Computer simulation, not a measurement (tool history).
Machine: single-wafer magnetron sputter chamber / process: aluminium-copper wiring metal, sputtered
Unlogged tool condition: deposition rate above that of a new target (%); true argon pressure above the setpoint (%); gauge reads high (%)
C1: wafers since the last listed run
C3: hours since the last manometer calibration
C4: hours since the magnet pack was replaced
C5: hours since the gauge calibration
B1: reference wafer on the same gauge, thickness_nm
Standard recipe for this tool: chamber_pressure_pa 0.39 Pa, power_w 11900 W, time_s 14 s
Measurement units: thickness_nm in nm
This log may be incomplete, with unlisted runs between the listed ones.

Run 1, hour 0: usual settings but power_w 12750 W; C1 0; wafers on the sputter target 4567; C3 298.2; C4 3784.6; C5 530.3; B1 206.651. Result: thickness_nm 266.475 nm.
Run 2, hour 65.7: usual settings but power_w 12750 W; C1 828; wafers on the sputter target 5396; C3 363.9; C4 3850.3; C5 596; B1 207.145. Result: thickness_nm 266.177 nm.
Run 3, hour 169.7: usual settings but power_w 12750 W; C1 1312; wafers on the sputter target 6708; C3 467.9; C4 3954.3; C5 700; B1 206.91. Result: thickness_nm 265.592 nm.
At hour 183.9: sputter target and shields replaced.
Run 4, hour 208.6: usual settings; C1 389; wafers on the sputter target 312; C3 506.8; C4 3993.2; C5 738.9; B1 206.629. Result: thickness_nm 250.919 nm.
Run 5, hour 263.2: usual settings; C1 688; wafers on the sputter target 1000; C3 561.4; C4 4047.8; C5 793.5; B1 207.106. Result: thickness_nm 249.288 nm.
Run 6, hour 366.9: usual settings; C1 1308; wafers on the sputter target 2309; C3 665.1; C4 4151.5; C5 897.2; B1 207.339. Result: thickness_nm 249.589 nm.
Run 7, hour 437.2: usual settings; C1 886; wafers on the sputter target 3196; C3 735.4; C4 4221.8; C5 967.5; B1 207.085. Result: thickness_nm 251.264 nm.
At hour 516.9: magnet pack replaced.
Run 8, hour 527.7: usual settings; C1 1040; wafers on the sputter target 4237; C3 825.9; C4 10.8; C5 1058; B1 207.077. Result: thickness_nm 249.553 nm.
Run 9, hour 582.4: usual settings; C1 690; wafers on the sputter target 4927; C3 880.6; C4 65.5; C5 1112.7; B1 207.392. Result: thickness_nm 248.1 nm.
At hour 586.2: gauge calibrated.
Run 10, hour 673.7: usual settings but power_w 10750 W; C1 1151; wafers on the sputter target 6079; C3 971.9; C4 156.8; C5 87.5; B1 206.802. Result: thickness_nm 226.707 nm.
Run 11, hour 735.8: usual settings but chamber_pressure_pa 0.459 Pa, time_s 11.3 s; C1 783; wafers on the sputter target 6862; C3 1034; C4 218.9; C5 149.6; B1 207.095. Result: thickness_nm 194.641 nm.
At hour 754.5: sputter target and shields replaced.
Run 12, hour 790.5: usual settings; C1 589; wafers on the sputter target 453; C3 1088.7; C4 273.6; C5 204.3; B1 207.115. Result: thickness_nm 249.359 nm.
Run 13, hour 847.5: usual settings but power_w 12850 W, time_s 11.8 s; C1 719; wafers on the sputter target 1172; C3 1145.7; C4 330.6; C5 261.3; B1 207.45. Result: thickness_nm 228.091 nm.
Run 14, hour 949.3: usual settings but chamber_pressure_pa 0.304 Pa, power_w 14800 W, time_s 12.6 s; C1 1284; wafers on the sputter target 2457; C3 1247.5; C4 432.4; C5 363.1; B1 207.047. Result: thickness_nm 290.409 nm.
Run 15, hour 1032.7: usual settings but chamber_pressure_pa 0.294 Pa, power_w 14800 W, time_s 16.5 s; C1 1052; wafers on the sputter target 3509; C3 1330.9; C4 515.8; C5 446.5; B1 207.02. Result: thickness_nm 379.048 nm.
At hour 1110.5: capacitance manometer re-zeroed and calibrated.
Run 16, hour 1115.4: usual settings but chamber_pressure_pa 0.259 Pa, time_s 14.9 s; C1 942; wafers on the sputter target 4452; C3 4.9; C4 598.5; C5 529.2; B1 206.872. Result: thickness_nm 280.465 nm.
Run 17, hour 1199.3: usual settings; C1 1058; wafers on the sputter target 5510; C3 88.8; C4 682.4; C5 613.1; B1 207.131. Result: thickness_nm 248.817 nm.
Run 18, hour 1301.3: usual settings but chamber_pressure_pa 0.496 Pa, power_w 13250 W, time_s 12.3 s; C1 1286; wafers on the sputter target 6797; C3 190.8; C4 784.4; C5 715.1; B1 206.903. Result: thickness_nm 234.996 nm.
At hour 1322.8: sputter target and shields replaced.
Run 19, hour 1346.4: usual settings; C1 468; wafers on the sputter target 297; C3 235.9; C4 829.5; C5 760.2; B1 207.297. Result: thickness_nm 250.312 nm.
Run 20, hour 1417.5: usual settings but chamber_pressure_pa 0.453 Pa, time_s 16.2 s; C1 897; wafers on the sputter target 1194; C3 307; C4 900.6; C5 831.3; B1 207.25. Result: thickness_nm 280.28 nm.
Run 21, hour 1465.3: usual settings but power_w 9800 W, time_s 11.9 s; C1 603; wafers on the sputter target 1797; C3 354.8; C4 948.4; C5 879.1; B1 207.284. Result: thickness_nm 174.154 nm.

Below are 3 alternative next runs, each starting from the tool's condition after run 21. Predict each:
Run A, hour 1465.7: usual settings but chamber_pressure_pa 0.3 Pa; C1 5; wafers on the sputter target 1802; C3 355.2; C4 948.8; C5 879.5; B1 ?. Result: thickness_nm ?.
Run B, hour 1465.7: usual settings but chamber_pressure_pa 0.454 Pa, power_w 12900 W; C1 5; wafers on the sputter target 1802; C3 355.2; C4 948.8; C5 879.5; B1 ?. Result: thickness_nm ?.
Run C, hour 1465.7: usual settings but chamber_pressure_pa 0.338 Pa, power_w 9950 W, time_s 12 s; C1 5; wafers on the sputter target 1802; C3 355.2; C4 948.8; C5 879.5; B1 ?. Result: thickness_nm ?.

run       B1  thickness_nm
  A  206.628       260.536
  B  206.628       264.968
  C  206.628       183.778
Had the tool no hidden state, the same runs would have come out as:
run  thickness_nm
  A       260.536
  B       264.968
  C       183.778

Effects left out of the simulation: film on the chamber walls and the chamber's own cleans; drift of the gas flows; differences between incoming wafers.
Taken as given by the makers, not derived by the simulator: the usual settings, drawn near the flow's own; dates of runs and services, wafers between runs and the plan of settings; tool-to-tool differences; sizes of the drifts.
